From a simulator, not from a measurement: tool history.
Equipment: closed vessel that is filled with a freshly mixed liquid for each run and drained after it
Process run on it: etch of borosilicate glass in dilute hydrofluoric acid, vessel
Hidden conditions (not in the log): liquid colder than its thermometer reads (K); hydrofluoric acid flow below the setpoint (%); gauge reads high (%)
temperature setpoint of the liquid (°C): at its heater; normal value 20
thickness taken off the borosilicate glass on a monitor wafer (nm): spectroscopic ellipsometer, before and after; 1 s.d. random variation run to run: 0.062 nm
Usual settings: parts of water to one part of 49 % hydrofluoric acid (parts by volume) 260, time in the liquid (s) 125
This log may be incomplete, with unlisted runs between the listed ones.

| run | hour | temperature setpoint of the liquid (°C) | parts of water to one part of 49 % hydrofluoric acid (parts by volume) | time in the liquid (s) | wafers since the last listed run | hours since the thermometer was replaced | hours since the hydrofluoric acid flow meter was replaced | hours since the gauge calibration | read-back film thickness of the borosilicate glass reference wafer, read on the same gauge (nm) | thickness taken off the borosilicate glass on a monitor wafer (nm) |
|---|---|---|---|---|---|---|---|---|---|---|
| 1 | 0 | 20 | 260 | 125 | 0 | 1001.2 | 1211.5 | 175.3 | 59.99 | 7.56 |
| 2 | 13.4 | 20 | 260 | 125 | 1220 | 1014.6 | 1224.9 | 188.7 | 60.01 | 7.65 |
|  | 23.1 | gauge calibrated |
| 3 | 30 | 20 | 260 | 125 | 1511 | 1031.2 | 1241.5 | 6.9 | 60 | 7.48 |
| 4 | 37.4 | 20 | 260 | 140 | 673 | 1038.6 | 1248.9 | 14.3 | 60 | 8.47 |
| 5 | 45.7 | 20 | 260 | 140 | 755 | 1046.9 | 1257.2 | 22.6 | 60 | 8.29 |
| 6 | 59.5 | 20 | 260 | 140 | 1256 | 1060.7 | 1271 | 36.4 | 60 | 8.44 |
| 7 | 75.8 | 20 | 260 | 125 | 1484 | 1077 | 1287.3 | 52.7 | 60.01 | 7.47 |
| 8 | 90.4 | 20 | 260 | 125 | 1329 | 1091.6 | 1301.9 | 67.3 | 60.02 | 7.46 |
| 9 | 106.6 | 20 | 260 | 125 | 1474 | 1107.8 | 1318.1 | 83.5 | 59.99 | 7.48 |
|  | 115.9 | hydrofluoric acid flow meter replaced |
| 10 | 117.3 | 20 | 360 | 125 | 883 | 1118.5 | 1.4 | 94.2 | 60.02 | 5.9 |
| 11 | 130 | 20 | 360 | 125 | 1156 | 1131.2 | 14.1 | 106.9 | 59.98 | 5.85 |
| 12 | 146.8 | 20 | 260 | 125 | 1529 | 1148 | 30.9 | 123.7 | 60 | 8.94 |
|  | 159.1 | thermometer replaced |
| 13 | 162 | 20 | 345 | 125 | 1292 | 2.9 | 46.1 | 138.9 | 60.02 | 6.13 |
| 14 | 168.7 | 18.5 | 260 | 125 | 610 | 9.6 | 52.8 | 145.6 | 60 | 8.38 |
| 15 | 179.6 | 20 | 260 | 125 | 992 | 20.5 | 63.7 | 156.5 | 60.01 | 8.8 |
| 16 | 187.4 | 20 | 260 | 125 | 710 | 28.3 | 71.5 | 164.3 | 59.99 | 8.77 |
| 17 | 197.1 | 25 | 320 | 190 | 883 | 38 | 81.2 | 174 | 59.99 | 12.18 |
| 18 | 208.8 | 17 | 180 | 165 | 1065 | 49.7 | 92.9 | 185.7 | 60.01 | 16.09 |
| 19 | 225.6 | 20 | 145 | 125 | 1529 | 66.5 | 109.7 | 202.5 | 60 | 17.92 |
| 20 | 235.2 | 20 | 180 | 65 | 874 | 76.1 | 119.3 | 212.1 | 60 | 7.1 |
|  | 235.7 | gauge calibrated |
| 21 | 253 | 20 | 260 | 125 | 1620 | 93.9 | 137.1 | 17.3 | 60 | 8.76 |
| 22 | 261.8 | 20 | 260 | 125 | 801 | 102.7 | 145.9 | 26.1 | 59.98 | 8.81 |
| 23 | 268.7 | 20 | 175 | 60 | 628 | 109.6 | 152.8 | 33 | 60 | 6.77 |
| 24 | 275.3 | 18.5 | 260 | 70 | 600 | 116.2 | 159.4 | 39.6 | 59.99 | 4.63 |
| 25 | 281.3 | 21.5 | 310 | 160 | 546 | 122.2 | 165.4 | 45.6 | 60.01 | 9.53 |

Predict the results of run 26:
| 26 | 291.7 | 20 | 260 | 125 | 946 | 132.6 | 175.8 | 56 | ? | ? |

Run 26 came out at read-back film thickness of the borosilicate glass reference wafer, read on the same gauge (nm) 60, thickness taken off the borosilicate glass on a monitor wafer (nm) 8.73.
Were there no unlogged condition in the tool, this run, its random variation unchanged, would have produced thickness taken off the borosilicate glass on a monitor wafer (nm) 8.89.

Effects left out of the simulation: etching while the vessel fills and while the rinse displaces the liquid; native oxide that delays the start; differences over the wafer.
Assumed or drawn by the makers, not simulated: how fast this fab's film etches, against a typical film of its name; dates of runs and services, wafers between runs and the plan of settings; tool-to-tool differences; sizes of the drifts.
